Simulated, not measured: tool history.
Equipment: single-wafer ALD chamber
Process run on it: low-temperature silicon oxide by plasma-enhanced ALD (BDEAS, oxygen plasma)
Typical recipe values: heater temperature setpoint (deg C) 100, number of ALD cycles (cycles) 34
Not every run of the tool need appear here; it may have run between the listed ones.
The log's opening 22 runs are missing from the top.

run	day	heater temperature setpoint (deg C)	number of ALD cycles (cycles)	read-back reference wafer on the same gauge, thickness_nm	mean film thickness on the monitor wafer (angstrom)
23	72.917	90	28	5.513	40.5
24	74.904	100	27	5.507	38.01
# day 77.2: thermocouple changed; heater temperature recalibrated
25	77.342	107	36	5.51	50.55
26	81.504	87	37	5.511	55.16
27	84.096	109	37	5.51	51.88
28	86.654	85	36	5.509	54.07
29	88.858	100	34	5.515	48.41
30	93.142	105	32	5.509	44.98
31	96.204	100	28	5.509	39.82
32	98.146	112	34	5.506	47.25
33	100.35	107	39	5.511	54.65
34	102.008	87	30	5.507	44.44
35	103.517	100	34	5.506	48
36	107.008	100	34	5.506	48.16
37	109.342	100	34	5.514	48.26
38	112.896	110	37	5.504	51.31

Consider 5 possible next runs. They are alternatives, not a sequence: every one starts from the tool as it was left by run 38. What does each give?
A	112.917	100	34	?	?
B	112.917	91	34	?	?
C	112.917	108	38	?	?
D	112.917	100	36	?	?
E	112.917	95	34	?	?

run	read-back reference wafer on the same gauge, thickness_nm	mean film thickness on the monitor wafer (angstrom)
A	5.509	47.99
B	5.509	49.34
C	5.509	52.87
D	5.509	50.81
E	5.509	48.65
Had the tool no hidden state, the same runs would have come out as:
run	mean film thickness on the monitor wafer (angstrom)
A	48.19
B	49.75
C	53.09
D	51.03
E	49.06
